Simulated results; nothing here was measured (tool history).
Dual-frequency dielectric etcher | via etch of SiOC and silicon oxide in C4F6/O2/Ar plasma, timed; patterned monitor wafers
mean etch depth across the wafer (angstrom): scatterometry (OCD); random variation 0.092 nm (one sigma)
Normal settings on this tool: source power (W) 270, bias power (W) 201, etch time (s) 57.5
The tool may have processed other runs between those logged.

run   hour  source power (W)  bias power (W)  etch time (s)  read-back reference wafer on the same gauge, depth_nm  mean etch depth across the wafer (angstrom)
  1      0               270             201           57.5                                                   54.2                                          627
  2   12.5               320             201           57.5                                                   54.2                                          676
  3   26.9               320             201           57.5                                                   54.2                                          677
  4   42.2               270             201           57.5                                                   54.2                                          631
  5   49.5               270             201           57.5                                                   54.2                                          630
  6     62               270             173           57.5                                                   54.2                                          608
  7   77.2               270             173           57.5                                                   54.2                                          608
  8   91.6               270             201           57.5                                                   54.2                                          630
     104.3  -- bias power generator calibrated
     105.1  -- gauge calibrated
  9  107.8               270             201           57.5                                                   54.2                                          632
     136.9  -- wet clean of the chamber
 10  137.4               270             201           57.5                                                   54.2                                          617
 11  137.8               270             201           57.5                                                   54.2                                          614
 12  139.8               270             201           45.5                                                   54.2                                          486
 13  148.1               270             201           45.5                                                   54.2                                          488
 14  157.7               270             173           57.5                                                   54.2                                          596
 15  173.2               320             201             46                                                   54.2                                          529
 16  182.9               270             173           57.5                                                   54.2                                          597
 17  194.9               270             201           57.5                                                   54.2                                          618
     212.8  -- source power generator calibrated
     222.4  -- upper electrode replaced
 18  222.9               240             244           64.5                                                   54.2                                          690
 19  223.3               290             201           72.5                                                   54.2                                          804
 20  229.2               270             223           70.5                                                   54.2                                          778
 21  242.4               270             228           72.5                                                   54.2                                          804
 22  251.5               310             201           57.5                                                   54.2                                          657
 23  267.5               270             157           65.5                                                   54.2                                          668
 24  274.9               220             183             72                                                   54.2                                          693
 25  312.2               320             201           52.5                                                   54.2                                          609
 26  324.6               320             201           57.5                                                   54.2                                          668
 27  340.6               270             201           57.5                                                   54.2                                          623
 28  353.7               270             201           40.5                                                   54.2                                          438
 29  367.7               270             239           51.5                                                   54.2                                          582

Consider 5 possible next runs. They are alternatives, not a sequence: every one starts from the tool as it was left by run 29. What does each give?
  A  368.1               270             201           57.5                                                      ?                                            ?
  B  368.1               290             186             45                                                      ?                                            ?
  C  368.1               270             170           57.5                                                      ?                                            ?
  D  368.1               230             155           70.5                                                      ?                                            ?
  E  368.1               270             201             62                                                      ?                                            ?

run  read-back reference wafer on the same gauge, depth_nm  mean etch depth across the wafer (angstrom)
  A                                                   54.2                                          621
  B                                                   54.2                                          493
  C                                                   54.2                                          599
  D                                                   54.2                                          670
  E                                                   54.2                                          670
What these runs would have given with no unlogged condition in the tool:
run  mean etch depth across the wafer (angstrom)
  A                                          613
  B                                          487
  C                                          591
  D                                          662
  E                                          662

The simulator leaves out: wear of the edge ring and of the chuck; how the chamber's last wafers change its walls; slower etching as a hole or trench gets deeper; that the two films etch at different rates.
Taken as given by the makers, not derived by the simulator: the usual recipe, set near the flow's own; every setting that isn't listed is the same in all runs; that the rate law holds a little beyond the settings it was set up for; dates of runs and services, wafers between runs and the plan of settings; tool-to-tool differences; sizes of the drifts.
